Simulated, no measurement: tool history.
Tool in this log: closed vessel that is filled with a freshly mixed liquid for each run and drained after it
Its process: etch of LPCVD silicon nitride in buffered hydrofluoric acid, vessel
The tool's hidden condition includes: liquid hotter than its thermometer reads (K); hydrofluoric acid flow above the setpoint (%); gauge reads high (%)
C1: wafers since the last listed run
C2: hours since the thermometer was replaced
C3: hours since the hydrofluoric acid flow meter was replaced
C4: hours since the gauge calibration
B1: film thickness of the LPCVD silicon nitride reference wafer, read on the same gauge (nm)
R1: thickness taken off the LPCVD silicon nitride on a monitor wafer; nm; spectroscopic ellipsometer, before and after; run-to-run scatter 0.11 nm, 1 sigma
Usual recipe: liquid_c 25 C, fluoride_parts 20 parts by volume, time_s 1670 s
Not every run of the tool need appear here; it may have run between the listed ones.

{"run": 1, "day": 0.0, "liquid_c": 25, "fluoride_parts": 20, "time_s": 1670, "C1": 0, "C2": 326, "C3": 1504.3, "C4": 232.4, "B1": 130.01, "R1": 12.22}
{"run": 2, "day": 1.975, "liquid_c": 25, "fluoride_parts": 20, "time_s": 1670, "C1": 1953, "C2": 373.4, "C3": 1551.7, "C4": 279.8, "B1": 129.99, "R1": 12.42}
{"run": 3, "day": 3.992, "liquid_c": 25, "fluoride_parts": 20, "time_s": 1670, "C1": 1994, "C2": 421.8, "C3": 1600.1, "C4": 328.2, "B1": 129.99, "R1": 12.25}
{"run": 4, "day": 5.175, "liquid_c": 25, "fluoride_parts": 20, "time_s": 2415, "C1": 1170, "C2": 450.2, "C3": 1628.5, "C4": 356.6, "B1": 129.96, "R1": 17.8}
{"day": 6.338, "done": "hydrofluoric acid flow meter replaced"}
{"run": 5, "day": 7.146, "liquid_c": 25, "fluoride_parts": 20, "time_s": 2415, "C1": 1907, "C2": 497.5, "C3": 19.4, "C4": 403.9, "B1": 129.99, "R1": 17.95}
{"run": 6, "day": 8.375, "liquid_c": 25, "fluoride_parts": 20, "time_s": 2415, "C1": 1215, "C2": 527, "C3": 48.9, "C4": 433.4, "B1": 129.98, "R1": 18.34}
{"run": 7, "day": 10.704, "liquid_c": 25, "fluoride_parts": 20, "time_s": 1670, "C1": 2303, "C2": 582.9, "C3": 104.8, "C4": 489.3, "B1": 130.05, "R1": 12.64}
{"run": 8, "day": 18.154, "liquid_c": 25, "fluoride_parts": 20, "time_s": 1670, "C1": 7367, "C2": 761.7, "C3": 283.6, "C4": 668.1, "B1": 129.98, "R1": 12.91}
{"run": 9, "day": 19.304, "liquid_c": 25, "fluoride_parts": 20, "time_s": 1670, "C1": 1137, "C2": 789.3, "C3": 311.2, "C4": 695.7, "B1": 129.95, "R1": 12.98}
{"run": 10, "day": 20.904, "liquid_c": 25, "fluoride_parts": 20, "time_s": 1670, "C1": 1582, "C2": 827.7, "C3": 349.6, "C4": 734.1, "B1": 130, "R1": 13.15}
{"run": 11, "day": 23.112, "liquid_c": 25, "fluoride_parts": 22, "time_s": 2450, "C1": 2183, "C2": 880.7, "C3": 402.6, "C4": 787.1, "B1": 130.03, "R1": 18.51}
{"day": 24.308, "done": "thermometer replaced"}
{"run": 12, "day": 24.825, "liquid_c": 20.5, "fluoride_parts": 27, "time_s": 675, "C1": 1652, "C2": 12.4, "C3": 443.7, "C4": 828.2, "B1": 129.99, "R1": 2.99}
{"run": 13, "day": 25.829, "liquid_c": 25, "fluoride_parts": 14, "time_s": 1670, "C1": 992, "C2": 36.5, "C3": 467.8, "C4": 852.3, "B1": 130.02, "R1": 16.84}
{"run": 14, "day": 27.429, "liquid_c": 20, "fluoride_parts": 17, "time_s": 1210, "C1": 1582, "C2": 74.9, "C3": 506.2, "C4": 890.7, "B1": 129.96, "R1": 7.58}
{"run": 15, "day": 28.558, "liquid_c": 25, "fluoride_parts": 20, "time_s": 1670, "C1": 1116, "C2": 102, "C3": 533.3, "C4": 917.8, "B1": 130.02, "R1": 11.87}
{"run": 16, "day": 29.617, "liquid_c": 25, "fluoride_parts": 20, "time_s": 1670, "C1": 1046, "C2": 127.4, "C3": 558.7, "C4": 943.2, "B1": 130, "R1": 11.91}
{"run": 17, "day": 32.529, "liquid_c": 22, "fluoride_parts": 20, "time_s": 1670, "C1": 2880, "C2": 197.3, "C3": 628.6, "C4": 1013.1, "B1": 130.01, "R1": 10.41}
{"run": 18, "day": 38.554, "liquid_c": 23.5, "fluoride_parts": 14, "time_s": 2010, "C1": 5957, "C2": 341.9, "C3": 773.2, "C4": 1157.7, "B1": 129.98, "R1": 19.61}
{"day": 39.842, "done": "gauge calibrated"}
{"run": 19, "day": 39.862, "liquid_c": 25, "fluoride_parts": 25, "time_s": 1005, "C1": 1293, "C2": 373.3, "C3": 804.6, "C4": 0.5, "B1": 129.99, "R1": 6.43}
{"run": 20, "day": 42.767, "liquid_c": 25, "fluoride_parts": 20, "time_s": 2320, "C1": 2871, "C2": 443, "C3": 874.3, "C4": 70.2, "B1": 130, "R1": 17.36}
{"run": 21, "day": 43.817, "liquid_c": 30, "fluoride_parts": 20, "time_s": 1670, "C1": 1038, "C2": 468.2, "C3": 899.5, "C4": 95.4, "B1": 129.97, "R1": 16.47}
{"run": 22, "day": 46.567, "liquid_c": 20, "fluoride_parts": 17, "time_s": 1210, "C1": 2719, "C2": 534.2, "C3": 965.5, "C4": 161.4, "B1": 130.01, "R1": 8.23}
{"run": 23, "day": 48.021, "liquid_c": 25, "fluoride_parts": 24.5, "time_s": 1670, "C1": 1437, "C2": 569.1, "C3": 1000.4, "C4": 196.3, "B1": 130.01, "R1": 11.2}
{"run": 24, "day": 50.112, "liquid_c": 21.5, "fluoride_parts": 20, "time_s": 2020, "C1": 2068, "C2": 619.3, "C3": 1050.6, "C4": 246.5, "B1": 130.03, "R1": 12.95}
{"run": 25, "day": 52.271, "liquid_c": 25, "fluoride_parts": 20, "time_s": 1670, "C1": 2134, "C2": 671.1, "C3": 1102.4, "C4": 298.3, "B1": 130.01, "R1": 12.99}
{"day": 53.1, "done": "thermometer replaced"}
{"run": 26, "day": 54.917, "liquid_c": 26.5, "fluoride_parts": 23, "time_s": 2365, "C1": 2575, "C2": 43.6, "C3": 1165.9, "C4": 361.8, "B1": 130, "R1": 16.3}
{"run": 27, "day": 57.862, "liquid_c": 21, "fluoride_parts": 20, "time_s": 1670, "C1": 2913, "C2": 114.3, "C3": 1236.6, "C4": 432.5, "B1": 129.98, "R1": 9.45}
{"run": 28, "day": 60.333, "liquid_c": 25, "fluoride_parts": 20, "time_s": 1670, "C1": 2443, "C2": 173.6, "C3": 1295.9, "C4": 491.8, "B1": 130.02, "R1": 11.91}
{"run": 29, "day": 62.038, "liquid_c": 25, "fluoride_parts": 20, "time_s": 2510, "C1": 1685, "C2": 214.5, "C3": 1336.8, "C4": 532.7, "B1": 129.97, "R1": 18.28}
{"run": 30, "day": 63.112, "liquid_c": 29, "fluoride_parts": 20, "time_s": 1670, "C1": 1063, "C2": 240.3, "C3": 1362.6, "C4": 558.5, "B1": 130.03, "R1": 14.95}
{"run": 31, "day": 65.733, "liquid_c": 25, "fluoride_parts": 22, "time_s": 2065, "C1": 2591, "C2": 303.2, "C3": 1425.5, "C4": 621.4, "B1": 130.01, "R1": 14.51}
{"run": 32, "day": 67.492, "liquid_c": 25, "fluoride_parts": 20, "time_s": 2415, "C1": 1738, "C2": 345.4, "C3": 1467.7, "C4": 663.6, "B1": 130.01, "R1": 17.96}
{"run": 33, "day": 69.388, "liquid_c": 21, "fluoride_parts": 20, "time_s": 1265, "C1": 1874, "C2": 390.9, "C3": 1513.2, "C4": 709.1, "B1": 130, "R1": 7.61}

Each run again, without the hidden state but with its own random variation kept:
run=1 R1=11.55
run=2 R1=11.66
run=3 R1=11.42
run=4 R1=16.52
run=5 R1=16.54
run=6 R1=16.82
run=7 R1=11.5
run=8 R1=11.44
run=9 R1=11.45
run=10 R1=11.53
run=11 R1=16.11
run=12 R1=2.94
run=13 R1=16.47
run=14 R1=7.36
run=15 R1=11.49
run=16 R1=11.49
run=17 R1=9.93
run=18 R1=18.32
run=19 R1=5.98
run=20 R1=15.98
run=21 R1=15.14
run=22 R1=7.45
run=23 R1=10.11
run=24 R1=11.58
run=25 R1=11.56
run=26 R1=15.99
run=27 R1=9.16
run=28 R1=11.46
run=29 R1=17.47
run=30 R1=14.26
run=31 R1=13.68
run=32 R1=16.83
run=33 R1=7.07

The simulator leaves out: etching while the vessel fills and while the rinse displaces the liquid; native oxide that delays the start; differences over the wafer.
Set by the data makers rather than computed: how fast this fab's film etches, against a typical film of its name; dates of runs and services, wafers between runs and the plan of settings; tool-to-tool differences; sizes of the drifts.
